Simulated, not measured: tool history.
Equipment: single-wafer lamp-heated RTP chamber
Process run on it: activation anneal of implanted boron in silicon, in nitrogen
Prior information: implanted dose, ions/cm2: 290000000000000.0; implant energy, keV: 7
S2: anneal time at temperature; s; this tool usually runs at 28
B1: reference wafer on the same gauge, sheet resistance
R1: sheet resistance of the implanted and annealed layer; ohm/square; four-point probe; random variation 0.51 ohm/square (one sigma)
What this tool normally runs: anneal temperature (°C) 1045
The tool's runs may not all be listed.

{"run": 1, "hour": 0.0, "anneal temperature (°C)": 1045, "S2": 28, "B1": 388.02, "R1": 342.04}
{"run": 2, "hour": 39.0, "anneal temperature (°C)": 1045, "S2": 28, "B1": 387.99, "R1": 341.92}
{"run": 3, "hour": 98.0, "anneal temperature (°C)": 1045, "S2": 28, "B1": 388.01, "R1": 341.03}
{"run": 4, "hour": 122.4, "anneal temperature (°C)": 1045, "S2": 15, "B1": 388.01, "R1": 344.45}
{"run": 5, "hour": 173.0, "anneal temperature (°C)": 1045, "S2": 15, "B1": 387.99, "R1": 345.65}
{"run": 6, "hour": 240.9, "anneal temperature (°C)": 1045, "S2": 28, "B1": 388.01, "R1": 341.53}
{"run": 7, "hour": 306.6, "anneal temperature (°C)": 1045, "S2": 28, "B1": 388, "R1": 342.19}
{"hour": 348.1, "done": "pyrometer window cleaned and pyrometer calibrated"}
{"run": 8, "hour": 350.9, "anneal temperature (°C)": 1045, "S2": 28, "B1": 388.05, "R1": 340.81}
{"run": 9, "hour": 415.7, "anneal temperature (°C)": 1045, "S2": 28, "B1": 387.83, "R1": 340.51}
{"hour": 463.0, "done": "reflector plate cleaned"}
{"run": 10, "hour": 484.9, "anneal temperature (°C)": 1068, "S2": 28, "B1": 388.07, "R1": 338.84}
{"run": 11, "hour": 532.6, "anneal temperature (°C)": 1068, "S2": 28, "B1": 388.09, "R1": 338.75}
{"run": 12, "hour": 592.9, "anneal temperature (°C)": 1068, "S2": 28, "B1": 388.17, "R1": 338.6}
{"hour": 597.9, "done": "gauge calibrated"}
{"run": 13, "hour": 639.7, "anneal temperature (°C)": 1045, "S2": 28, "B1": 388.02, "R1": 341.19}
{"run": 14, "hour": 707.5, "anneal temperature (°C)": 1045, "S2": 28, "B1": 388.08, "R1": 341.82}
{"run": 15, "hour": 760.5, "anneal temperature (°C)": 1062, "S2": 12, "B1": 387.99, "R1": 345.07}
{"hour": 812.8, "done": "pyrometer window cleaned and pyrometer calibrated"}
{"run": 16, "hour": 813.3, "anneal temperature (°C)": 1045, "S2": 28, "B1": 388.1, "R1": 341}
{"run": 17, "hour": 850.1, "anneal temperature (°C)": 1045, "S2": 28, "B1": 387.99, "R1": 341.86}
{"run": 18, "hour": 919.2, "anneal temperature (°C)": 1026, "S2": 43, "B1": 387.97, "R1": 340.42}
{"run": 19, "hour": 987.2, "anneal temperature (°C)": 1071, "S2": 14, "B1": 388.02, "R1": 343.33}
{"hour": 1018.6, "done": "reflector plate cleaned"}
{"run": 20, "hour": 1033.1, "anneal temperature (°C)": 1045, "S2": 28, "B1": 387.89, "R1": 341.47}
{"run": 21, "hour": 1087.4, "anneal temperature (°C)": 1061, "S2": 28, "B1": 388.04, "R1": 338.28}
{"run": 22, "hour": 1151.1, "anneal temperature (°C)": 1045, "S2": 36, "B1": 387.97, "R1": 339.7}
{"run": 23, "hour": 1179.1, "anneal temperature (°C)": 1045, "S2": 39, "B1": 388.13, "R1": 338.41}
{"run": 24, "hour": 1249.1, "anneal temperature (°C)": 1022, "S2": 13, "B1": 388.02, "R1": 347.83}
{"hour": 1332.8, "done": "pyrometer window cleaned and pyrometer calibrated"}
{"run": 25, "hour": 1339.1, "anneal temperature (°C)": 1045, "S2": 35, "B1": 388.06, "R1": 339.61}
{"run": 26, "hour": 1364.9, "anneal temperature (°C)": 1054, "S2": 19, "B1": 387.97, "R1": 342.66}
{"run": 27, "hour": 1404.5, "anneal temperature (°C)": 1045, "S2": 37, "B1": 387.94, "R1": 338.29}
{"run": 28, "hour": 1441.1, "anneal temperature (°C)": 1025, "S2": 39, "B1": 388, "R1": 341.33}
{"run": 29, "hour": 1490.8, "anneal temperature (°C)": 1031, "S2": 15, "B1": 388.12, "R1": 346.02}
{"run": 30, "hour": 1517.2, "anneal temperature (°C)": 1045, "S2": 28, "B1": 388, "R1": 341.23}
{"run": 31, "hour": 1578.3, "anneal temperature (°C)": 1072, "S2": 21, "B1": 388.05, "R1": 339.41}
{"run": 32, "hour": 1607.6, "anneal temperature (°C)": 1045, "S2": 14, "B1": 388.06, "R1": 345.54}
{"run": 33, "hour": 1657.5, "anneal temperature (°C)": 1045, "S2": 12, "B1": 388.01, "R1": 346.4}
{"hour": 1704.8, "done": "reflector plate cleaned"}
{"run": 34, "hour": 1705.3, "anneal temperature (°C)": 1070, "S2": 28, "B1": 388.06, "R1": 338.1}
{"run": 35, "hour": 1729.1, "anneal temperature (°C)": 1034, "S2": 28, "B1": 387.93, "R1": 342.63}
{"hour": 1814.5, "done": "pyrometer window cleaned and pyrometer calibrated"}
{"run": 36, "hour": 1912.1, "anneal temperature (°C)": 1017, "S2": 12, "B1": 388.04, "R1": 347.91}

Branching from run 36: 4 alternative next runs. What would each branch give?
{"run": "A", "hour": 1912.5, "anneal temperature (°C)": 1045, "S2": 42, "B1": "?", "R1": "?"}
{"run": "B", "hour": 1912.5, "anneal temperature (°C)": 1045, "S2": 33, "B1": "?", "R1": "?"}
{"run": "C", "hour": 1912.5, "anneal temperature (°C)": 1058, "S2": 35, "B1": "?", "R1": "?"}
{"run": "D", "hour": 1912.5, "anneal temperature (°C)": 1059, "S2": 15, "B1": "?", "R1": "?"}

run=A B1=387.98 R1=338.37
run=B B1=387.98 R1=340.36
run=C B1=387.98 R1=337.96
run=D B1=387.98 R1=344.04
What these runs would have given with no unlogged condition in the tool:
run=A R1=338.37
run=B R1=340.36
run=C R1=337.96
run=D R1=344.04
